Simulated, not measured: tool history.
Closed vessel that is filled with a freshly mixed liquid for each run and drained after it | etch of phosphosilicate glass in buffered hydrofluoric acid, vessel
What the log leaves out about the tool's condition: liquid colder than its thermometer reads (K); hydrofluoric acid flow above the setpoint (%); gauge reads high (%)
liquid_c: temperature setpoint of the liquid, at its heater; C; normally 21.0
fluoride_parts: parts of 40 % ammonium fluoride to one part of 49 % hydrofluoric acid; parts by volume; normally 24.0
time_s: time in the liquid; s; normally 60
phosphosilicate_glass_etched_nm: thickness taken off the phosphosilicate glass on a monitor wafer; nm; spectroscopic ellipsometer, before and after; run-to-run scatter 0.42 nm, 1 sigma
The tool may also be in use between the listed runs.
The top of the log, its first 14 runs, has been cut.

run   hour  liquid_c  fluoride_parts  time_s  wafers since the last listed run  hours since the thermometer was replaced  hours since the hydrofluoric acid flow meter was replaced  hours since the gauge calibration  read-back film thickness of the phosphosilicate glass reference wafer, read on the same gauge (nm)  phosphosilicate_glass_etched_nm
 15  290.2      21.0            24.0      60                              6337                                     102.4                                                     1173.2                              227.3                                                                                               39.99                            68.42
 16  296.7      18.0            30.0      60                               786                                     108.9                                                     1179.7                              233.8                                                                                               40.01                            49.38
     306.2  -- hydrofluoric acid flow meter replaced
 17  306.7      21.0            15.5      90                              1088                                     118.9                                                        0.5                              243.8                                                                                               40.01                           141.31
 18  312.8      18.5            30.0      85                               737                                     125.0                                                        6.6                              249.9                                                                                               40.00                            66.46
 19  323.9      17.0            24.0      75                              1342                                     136.1                                                       17.7                              261.0                                                                                               39.99                            63.11
     335.4  -- gauge calibrated
 20  337.7      21.0            24.0      60                              1668                                     149.9                                                       31.5                                2.3                                                                                               40.01                            63.19
 21  345.3      23.0            30.0      30                               919                                     157.5                                                       39.1                                9.9                                                                                               39.98                            30.48
 22  356.7      17.0            24.0      90                              1378                                     168.9                                                       50.5                               21.3                                                                                               40.01                            75.82
 23  372.3      22.5            28.5      60                              1886                                     184.5                                                       66.1                               36.9                                                                                               40.01                            61.09
 24  386.6      21.0            24.0      60                              1729                                     198.8                                                       80.4                               51.2                                                                                               40.01                            63.61
 25  394.8      25.5            24.0      60                               991                                     207.0                                                       88.6                               59.4                                                                                               39.99                            81.35
 26  408.8      21.0            29.5      75                              1693                                     221.0                                                      102.6                               73.4                                                                                               40.02                            68.60
 27  419.6      21.0            24.0      60                              1306                                     231.8                                                      113.4                               84.2                                                                                               40.02                            63.09
 28  437.5      21.0            30.0      60                              2164                                     249.7                                                      131.3                              102.1                                                                                               40.00                            54.60
 29  450.1      19.5            21.0      60                              1523                                     262.3                                                      143.9                              114.7                                                                                               40.00                            64.12
 30  457.9      21.0            30.0      35                               943                                     270.1                                                      151.7                              122.5                                                                                               40.01                            31.46
 31  472.7      24.0            17.5      35                              1789                                     284.9                                                      166.5                              137.3                                                                                               40.03                            56.60

Branching from run 31: 3 alternative next runs. What would each branch give?
  A  473.4      21.0            24.0      60                                84                                     285.6                                                      167.2                              138.0                                                                                                   ?                                ?
  B  473.4      24.0            14.5      45                                84                                     285.6                                                      167.2                              138.0                                                                                                   ?                                ?
  C  473.4      18.0            17.0      60                                84                                     285.6                                                      167.2                              138.0                                                                                                   ?                                ?

run  read-back film thickness of the phosphosilicate glass reference wafer, read on the same gauge (nm)  phosphosilicate_glass_etched_nm
  A                                                                                               39.99                            62.63
  B                                                                                               39.99                            87.10
  C                                                                                               39.99                            71.02
Stripped of hidden state, with their random variation kept, the same runs would have yielded:
run  phosphosilicate_glass_etched_nm
  A                            62.96
  B                            86.75
  C                            70.80

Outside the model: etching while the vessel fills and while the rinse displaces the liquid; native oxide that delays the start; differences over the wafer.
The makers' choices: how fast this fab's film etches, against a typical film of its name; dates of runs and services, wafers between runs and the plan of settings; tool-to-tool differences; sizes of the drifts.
